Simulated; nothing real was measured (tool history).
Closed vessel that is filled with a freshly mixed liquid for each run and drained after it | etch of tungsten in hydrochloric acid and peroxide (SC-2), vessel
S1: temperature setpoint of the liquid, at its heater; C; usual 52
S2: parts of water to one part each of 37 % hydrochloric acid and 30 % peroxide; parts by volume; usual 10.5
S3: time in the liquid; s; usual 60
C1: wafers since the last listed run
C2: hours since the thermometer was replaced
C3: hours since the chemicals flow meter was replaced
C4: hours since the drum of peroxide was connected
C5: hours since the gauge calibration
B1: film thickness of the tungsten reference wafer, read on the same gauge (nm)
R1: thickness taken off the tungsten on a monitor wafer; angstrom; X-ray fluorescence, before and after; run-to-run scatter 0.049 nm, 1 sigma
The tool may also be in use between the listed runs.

run,hour,S1,S2,S3,C1,C2,C3,C4,C5,B1,R1
1,0,52,10.5,60,0,2428.9,1519,808.5,172.8,29.87,104.1
2,18.7,52,10.5,60,2704,2447.6,1537.7,827.2,191.5,29.83,106
3,50,52,10.5,60,4526,2478.9,1569,858.5,222.8,29.81,104.9
4,63,55,10.5,60,1880,2491.9,1582,871.5,235.8,29.81,127.7
5,87.9,55,10.5,60,3601,2516.8,1606.9,896.4,260.7,29.86,127.4
6,122.2,55,10.5,60,4960,2551.1,1641.2,930.7,295,29.77,127.4
7,157.2,52,10.5,60,5061,2586.1,1676.2,965.7,330,29.79,105
8,188.8,52,10.5,60,4570,2617.7,1707.8,997.3,361.6,29.69,103.7
9,204.4,52,10.5,60,2256,2633.3,1723.4,1012.9,377.2,29.72,104.6
10,225.6,59.5,10.5,60,3066,2654.5,1744.6,1034.1,398.4,29.74,168.7
11,257.4,52,10.5,40,4599,2686.3,1776.4,1065.9,430.2,29.65,69.4
# hour 281.6: thermometer replaced
12,293.1,52,10.5,40,5018,11.5,1812.1,1101.6,465.9,29.6,69.4
13,360.4,52,10.5,60,9733,78.8,1879.4,1168.9,533.2,29.56,103.3
14,384.8,52,10.5,90,3528,103.2,1903.8,1193.3,557.6,29.46,155
# hour 386.5: chemicals flow meter replaced
15,419.5,52,10.5,80,4873,137.9,33,1228,592.3,29.38,135.9
16,453,52,6.5,75,4844,171.4,66.5,1261.5,625.8,29.36,189.1
17,470.7,49,6,60,2559,189.1,84.2,1279.2,643.5,29.26,130.8
18,488,52,6.5,60,2502,206.4,101.5,1296.5,660.8,29.26,151.4
# hour 506.4: new drum of peroxide connected
19,517,44.5,8,60,4049,235.4,130.5,10.6,689.8,29.19,77.2
20,532.3,52,10.5,90,2212,250.7,145.8,25.9,705.1,29.18,153.2
# hour 542.9: gauge calibrated
21,550.8,55,10.5,60,2675,269.2,164.3,44.4,7.9,30.08,127.3
22,583.4,49,10.5,60,4714,301.8,196.9,77,40.5,30.1,86.8
23,605.4,43.5,12,60,3181,323.8,218.9,99,62.5,30.08,53
24,635.5,61.5,8.5,90,4353,353.9,249,129.1,92.6,30.01,348
25,702.9,52,14,60,9747,421.3,316.4,196.5,160,29.98,82.7
26,732.2,52,14,60,4237,450.6,345.7,225.8,189.3,30.02,81.7

Below are 4 alternative next runs, each starting from the tool's condition after run 26. Predict each:
A,732.9,52,8.5,60,101,451.3,346.4,226.5,190,?,?
B,732.9,43,10.5,75,101,451.3,346.4,226.5,190,?,?
C,732.9,56.5,9,90,101,451.3,346.4,226.5,190,?,?
D,732.9,57.5,6,75,101,451.3,346.4,226.5,190,?,?

run,B1,R1
A,29.98,125.6
B,29.98,71.7
C,29.98,240.9
D,29.98,294.2
Without the tool's hidden state the same runs would have given:
run,R1
A,125.4
B,71.6
C,240.6
D,293.9
